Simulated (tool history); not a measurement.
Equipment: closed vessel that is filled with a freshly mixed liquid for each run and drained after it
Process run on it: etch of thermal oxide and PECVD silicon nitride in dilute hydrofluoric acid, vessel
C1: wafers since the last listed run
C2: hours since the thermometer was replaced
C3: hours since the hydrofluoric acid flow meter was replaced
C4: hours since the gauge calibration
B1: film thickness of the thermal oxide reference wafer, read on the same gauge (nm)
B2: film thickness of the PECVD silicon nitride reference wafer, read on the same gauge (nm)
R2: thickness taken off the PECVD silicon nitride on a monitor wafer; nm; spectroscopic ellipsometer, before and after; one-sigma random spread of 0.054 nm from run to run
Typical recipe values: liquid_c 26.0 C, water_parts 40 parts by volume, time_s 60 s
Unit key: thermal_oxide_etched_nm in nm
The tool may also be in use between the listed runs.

Run 1, day 0.000: usual settings but time_s 75 s; C1 0; C2 2407.9; C3 188.0; C4 266.0; B1 110.00; B2 90.01. Result: thermal_oxide_etched_nm 9.65 nm, R2 6.13 nm.
Run 2, day 0.504: usual settings but time_s 75 s; C1 1619; C2 2420.0; C3 200.1; C4 278.1; B1 109.99; B2 90.01. Result: thermal_oxide_etched_nm 9.61 nm, R2 6.07 nm.
Run 3, day 1.396: usual settings; C1 2864; C2 2441.4; C3 221.5; C4 299.5; B1 109.99; B2 89.99. Result: thermal_oxide_etched_nm 7.72 nm, R2 4.94 nm.
Run 4, day 2.171: usual settings; C1 2490; C2 2460.0; C3 240.1; C4 318.1; B1 110.01; B2 89.98. Result: thermal_oxide_etched_nm 7.79 nm, R2 4.87 nm.
Run 5, day 3.488: usual settings; C1 4230; C2 2491.6; C3 271.7; C4 349.7; B1 109.98; B2 90.01. Result: thermal_oxide_etched_nm 7.62 nm, R2 4.87 nm.
Run 6, day 4.042: usual settings; C1 1780; C2 2504.9; C3 285.0; C4 363.0; B1 110.03; B2 89.99. Result: thermal_oxide_etched_nm 7.75 nm, R2 4.81 nm.
Run 7, day 4.950: usual settings but time_s 85 s; C1 2918; C2 2526.7; C3 306.8; C4 384.8; B1 109.99; B2 90.00. Result: thermal_oxide_etched_nm 11.05 nm, R2 6.89 nm.
Run 8, day 6.050: usual settings but liquid_c 23.5 C; C1 3534; C2 2553.1; C3 333.2; C4 411.2; B1 109.99; B2 89.98. Result: thermal_oxide_etched_nm 6.90 nm, R2 4.00 nm.
Run 9, day 6.596: usual settings but liquid_c 23.5 C; C1 1753; C2 2566.2; C3 346.3; C4 424.3; B1 109.99; B2 89.98. Result: thermal_oxide_etched_nm 6.95 nm, R2 4.07 nm.
Run 10, day 7.525: usual settings but time_s 40 s; C1 2985; C2 2588.5; C3 368.6; C4 446.6; B1 110.00; B2 90.01. Result: thermal_oxide_etched_nm 5.18 nm, R2 3.19 nm.
Run 11, day 8.750: usual settings but liquid_c 30.0 C, water_parts 25 parts by volume, time_s 80 s; C1 3935; C2 2617.9; C3 398.0; C4 476.0; B1 110.02; B2 89.99. Result: thermal_oxide_etched_nm 19.64 nm, R2 13.34 nm.
Run 12, day 9.479: usual settings; C1 2342; C2 2635.4; C3 415.5; C4 493.5; B1 110.01; B2 90.01. Result: thermal_oxide_etched_nm 7.71 nm, R2 4.80 nm.
Run 13, day 10.758: usual settings but time_s 75 s; C1 4109; C2 2666.1; C3 446.2; C4 524.2; B1 109.97; B2 89.99. Result: thermal_oxide_etched_nm 9.62 nm, R2 5.95 nm.
Run 14, day 12.033: usual settings but water_parts 35 parts by volume; C1 4096; C2 2696.7; C3 476.8; C4 554.8; B1 109.99; B2 90.00. Result: thermal_oxide_etched_nm 8.83 nm, R2 5.47 nm.
Run 15, day 13.450: usual settings but liquid_c 28.5 C, water_parts 50 parts by volume; C1 4551; C2 2730.7; C3 510.8; C4 588.8; B1 110.00; B2 89.99. Result: thermal_oxide_etched_nm 6.76 nm, R2 4.51 nm.
At day 14.112: thermometer replaced.
Run 16, day 14.392: usual settings; C1 2891; C2 6.7; C3 533.4; C4 611.4; B1 110.01; B2 90.00. Result: thermal_oxide_etched_nm 8.46 nm, R2 5.67 nm.
Run 17, day 15.471: usual settings but liquid_c 24.5 C, time_s 95 s; C1 3467; C2 32.6; C3 559.3; C4 637.3; B1 110.00; B2 90.02. Result: thermal_oxide_etched_nm 12.65 nm, R2 8.18 nm.
Run 18, day 16.800: usual settings but liquid_c 27.5 C, time_s 45 s; C1 4270; C2 64.5; C3 591.2; C4 669.2; B1 109.99; B2 90.01. Result: thermal_oxide_etched_nm 6.75 nm, R2 4.63 nm.
Run 19, day 18.104: usual settings but liquid_c 28.5 C, water_parts 35 parts by volume, time_s 85 s; C1 4190; C2 95.8; C3 622.5; C4 700.5; B1 110.00; B2 90.00. Result: thermal_oxide_etched_nm 15.31 nm, R2 10.55 nm.
Run 20, day 19.375: usual settings but liquid_c 30.0 C, time_s 80 s; C1 4083; C2 126.3; C3 653.0; C4 731.0; B1 110.01; B2 90.00. Result: thermal_oxide_etched_nm 13.24 nm, R2 9.78 nm.
Run 21, day 20.292: usual settings but liquid_c 23.0 C; C1 2945; C2 148.3; C3 675.0; C4 753.0; B1 110.01; B2 89.98. Result: thermal_oxide_etched_nm 7.43 nm, R2 4.60 nm.
At day 21.450: gauge calibrated.
At day 21.696: hydrofluoric acid flow meter replaced.
Run 22, day 21.717: usual settings but water_parts 50 parts by volume; C1 4444; C2 182.5; C3 0.5; C4 6.4; B1 110.00; B2 90.01. Result: thermal_oxide_etched_nm 6.64 nm, R2 4.45 nm.
Run 23, day 25.571: usual settings but water_parts 20 parts by volume; C1 12383; C2 275.0; C3 93.0; C4 98.9; B1 109.99; B2 89.99. Result: thermal_oxide_etched_nm 17.30 nm, R2 10.86 nm.
Run 24, day 26.612: usual settings but liquid_c 28.0 C, water_parts 55 parts by volume, time_s 85 s; C1 3346; C2 300.0; C3 118.0; C4 123.9; B1 110.02; B2 89.99. Result: thermal_oxide_etched_nm 9.17 nm, R2 6.62 nm.
Run 25, day 27.958: usual settings; C1 4324; C2 332.3; C3 150.3; C4 156.2; B1 110.00; B2 89.99. Result: thermal_oxide_etched_nm 8.38 nm, R2 5.63 nm.
Run 26, day 29.338: usual settings but water_parts 45 parts by volume; C1 4431; C2 365.4; C3 183.4; C4 189.3; B1 109.97; B2 90.00. Result: thermal_oxide_etched_nm 7.42 nm, R2 4.98 nm.
Run 27, day 30.129: usual settings but liquid_c 29.0 C, water_parts 30 parts by volume, time_s 80 s; C1 2543; C2 384.4; C3 202.4; C4 208.3; B1 109.99; B2 90.02. Result: thermal_oxide_etched_nm 17.10 nm, R2 11.83 nm.

Each row is a separate what-if for the run after 27, all from the same tool condition, not one after another. Results?
Run A, day 30.158: usual settings; C1 93; C2 385.1; C3 203.1; C4 209.0; B1 ?; B2 ?. Result: thermal_oxide_etched_nm ?, R2 ?.
Run B, day 30.158: usual settings but time_s 30 s; C1 93; C2 385.1; C3 203.1; C4 209.0; B1 ?; B2 ?. Result: thermal_oxide_etched_nm ?, R2 ?.
Run C, day 30.158: usual settings but liquid_c 24.5 C; C1 93; C2 385.1; C3 203.1; C4 209.0; B1 ?; B2 ?. Result: thermal_oxide_etched_nm ?, R2 ?.

run      B1     B2  thermal_oxide_etched_nm    R2
  A  110.01  90.01                     8.33  5.56
  B  110.01  90.01                     4.17  2.78
  C  110.01  90.01                     7.83  5.02
Had the tool no hidden state, the same runs would have come out as:
run  thermal_oxide_etched_nm    R2
  A                     8.55  5.80
  B                     4.28  2.90
  C                     8.04  5.24
